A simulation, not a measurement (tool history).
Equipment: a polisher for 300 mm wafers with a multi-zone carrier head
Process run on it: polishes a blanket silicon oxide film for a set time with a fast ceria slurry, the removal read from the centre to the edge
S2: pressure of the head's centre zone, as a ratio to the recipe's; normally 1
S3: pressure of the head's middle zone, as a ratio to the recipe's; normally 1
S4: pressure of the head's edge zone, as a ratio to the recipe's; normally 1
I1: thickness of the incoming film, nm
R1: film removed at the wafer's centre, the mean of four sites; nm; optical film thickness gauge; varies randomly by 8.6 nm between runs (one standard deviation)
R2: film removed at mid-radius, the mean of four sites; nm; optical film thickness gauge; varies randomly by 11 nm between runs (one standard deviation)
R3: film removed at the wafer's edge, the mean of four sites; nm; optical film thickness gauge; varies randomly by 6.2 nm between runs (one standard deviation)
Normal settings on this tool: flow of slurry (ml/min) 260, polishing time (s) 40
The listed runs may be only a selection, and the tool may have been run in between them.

run 1 hour=0 | flow_of_slurry_(ml/min)=260 S2=1 S3=1 S4=1 polishing_time_(s)=40 | I1=2345.5 | R1=657.3 R2=665.4 R3=683.4
run 2 hour=49.3 | flow_of_slurry_(ml/min)=260 S2=1 S3=1 S4=1 polishing_time_(s)=40 | I1=2301.8 | R1=678.1 R2=659.9 R3=676.4
run 3 hour=114.1 | flow_of_slurry_(ml/min)=260 S2=1 S3=1 S4=1 polishing_time_(s)=40 | I1=2347.8 | R1=669.1 R2=667.1 R3=673.4
-- hour=133.7 slurry nozzle cleaned
-- hour=171.5 worn pad replaced by a new one
run 4 hour=219.7 | flow_of_slurry_(ml/min)=230 S2=1 S3=1 S4=1.04 polishing_time_(s)=40 | I1=2330.4 | R1=665.1 R2=699.1 R3=709.2
run 5 hour=284.2 | flow_of_slurry_(ml/min)=230 S2=1 S3=1 S4=1.04 polishing_time_(s)=40 | I1=2293.1 | R1=660.9 R2=655.4 R3=699.8
-- hour=291.7 edge zone pressure recalibrated
run 6 hour=331.4 | flow_of_slurry_(ml/min)=230 S2=1 S3=1 S4=1.04 polishing_time_(s)=40 | I1=2344.7 | R1=649.6 R2=646.6 R3=685.8
-- hour=350.9 worn pad replaced by a new one
-- hour=453.4 slurry nozzle cleaned
-- hour=460.5 carrier head's membrane replaced by a new one
-- hour=485.3 centre zone pressure recalibrated
run 7 hour=498.6 | flow_of_slurry_(ml/min)=260 S2=1 S3=1 S4=1 polishing_time_(s)=40 | I1=2350 | R1=702.2 R2=720.2 R3=725.5
-- hour=527.9 worn pad replaced by a new one
run 8 hour=547.9 | flow_of_slurry_(ml/min)=260 S2=1 S3=1 S4=1 polishing_time_(s)=40 | I1=2316.7 | R1=708.8 R2=689 R3=705.4
run 9 hour=574.2 | flow_of_slurry_(ml/min)=260 S2=1 S3=1 S4=1 polishing_time_(s)=40 | I1=2349.5 | R1=678 R2=700 R3=708
run 10 hour=635.3 | flow_of_slurry_(ml/min)=260 S2=1 S3=1 S4=0.92 polishing_time_(s)=48 | I1=2301.9 | R1=806.4 R2=799.1 R3=798
run 11 hour=701.3 | flow_of_slurry_(ml/min)=260 S2=1 S3=1 S4=1 polishing_time_(s)=32 | I1=2366.1 | R1=520.8 R2=534.9 R3=550.5
-- hour=734.5 worn pad replaced by a new one
run 12 hour=739.5 | flow_of_slurry_(ml/min)=285 S2=1 S3=1 S4=1 polishing_time_(s)=53 | I1=2370.4 | R1=880.5 R2=903.6 R3=913.4
-- hour=746.4 slurry nozzle cleaned
run 13 hour=783.3 | flow_of_slurry_(ml/min)=260 S2=1 S3=1 S4=1 polishing_time_(s)=40 | I1=2353 | R1=693.2 R2=712.9 R3=715
run 14 hour=827.3 | flow_of_slurry_(ml/min)=260 S2=1 S3=0.91 S4=1 polishing_time_(s)=40 | I1=2334.8 | R1=687.2 R2=657.4 R3=707.2
run 15 hour=876.1 | flow_of_slurry_(ml/min)=260 S2=1 S3=1.03 S4=0.94 polishing_time_(s)=49 | I1=2358.7 | R1=838.1 R2=833.5 R3=818.3
run 16 hour=913 | flow_of_slurry_(ml/min)=260 S2=1 S3=0.97 S4=1 polishing_time_(s)=40 | I1=2358.1 | R1=658.8 R2=641.6 R3=678.3

3 options for the next run, each taken on its own from the tool as it stands now. Forecast them:
run A hour=913.4 | flow_of_slurry_(ml/min)=260 S2=1 S3=1 S4=1 polishing_time_(s)=40 | I1=2331.6 | R1=? R2=? R3=?
run B hour=913.4 | flow_of_slurry_(ml/min)=260 S2=1 S3=1.09 S4=1.09 polishing_time_(s)=35 | I1=2331.6 | R1=? R2=? R3=?
run C hour=913.4 | flow_of_slurry_(ml/min)=300 S2=1 S3=1.04 S4=1 polishing_time_(s)=30 | I1=2331.6 | R1=? R2=? R3=?

run=A R1=664.7 R2=661.2 R3=689.9
run=B R1=581.9 R2=611.2 R3=629.3
run=C R1=514.4 R2=522.6 R3=527.7
The same runs, with their run-to-run variation unchanged, on a tool lacking any hidden condition would have given:
run=A R1=728.1 R2=717.2 R3=732.6
run=B R1=637.4 R2=663 R3=668.3
run=C R1=556.1 R2=560.4 R3=556.1
